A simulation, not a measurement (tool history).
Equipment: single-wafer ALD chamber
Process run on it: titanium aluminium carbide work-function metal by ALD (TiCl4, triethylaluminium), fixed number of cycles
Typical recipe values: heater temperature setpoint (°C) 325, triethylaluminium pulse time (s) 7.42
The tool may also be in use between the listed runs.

| run | hour | heater temperature setpoint (°C) | triethylaluminium pulse time (s) | read-back reference wafer on the same gauge, thickness_nm | mean film thickness on the monitor wafer (Å) |
|---|---|---|---|---|---|
| 1 | 0 | 325 | 6.1 | 2.389 | 19.23 |
| 2 | 28.2 | 325 | 6.1 | 2.389 | 19.16 |
| 3 | 61.6 | 313 | 9.58 | 2.391 | 21.7 |
| 4 | 110 | 313 | 9.58 | 2.39 | 21.63 |
| 5 | 175.3 | 313 | 9.58 | 2.39 | 21.68 |
| 6 | 229.6 | 335 | 5.87 | 2.391 | 19.25 |
| 7 | 266.9 | 335 | 5.87 | 2.39 | 19.39 |
| 8 | 302.7 | 325 | 4.56 | 2.389 | 15.36 |
| 9 | 369.3 | 320 | 5.66 | 2.39 | 17.98 |
|  | 378.5 | gauge calibrated |
|  | 440.2 | triethylaluminium bottle replaced |
| 10 | 579.3 | 325 | 7.42 | 2.392 | 22.01 |
|  | 589.6 | showerhead replaced |
| 11 | 623.9 | 320 | 5.99 | 2.392 | 19.64 |
|  | 663.7 | thermocouple changed; heater temperature recalibrated |
| 12 | 766.2 | 319 | 9.66 | 2.387 | 22.07 |
| 13 | 794.7 | 317 | 4.89 | 2.39 | 16.33 |
| 14 | 826.8 | 335 | 6.52 | 2.391 | 20.73 |
| 15 | 894.4 | 335 | 5.87 | 2.389 | 19.58 |

Forecast each of these 4 alternatives for the next run:
| A | 894.8 | 325 | 7.42 | ? | ? |
| B | 894.8 | 338 | 9.43 | ? | ? |
| C | 894.8 | 335 | 9.25 | ? | ? |
| D | 894.8 | 330 | 8.85 | ? | ? |

| run | read-back reference wafer on the same gauge, thickness_nm | mean film thickness on the monitor wafer (Å) |
|---|---|---|
| A | 2.391 | 21 |
| B | 2.391 | 23.39 |
| C | 2.391 | 23.07 |
| D | 2.391 | 22.47 |
Stripped of hidden state, with their random variation kept, the same runs would have yielded:
| run | mean film thickness on the monitor wafer (Å) |
|---|---|
| A | 21.62 |
| B | 23.76 |
| C | 23.45 |
| D | 22.89 |
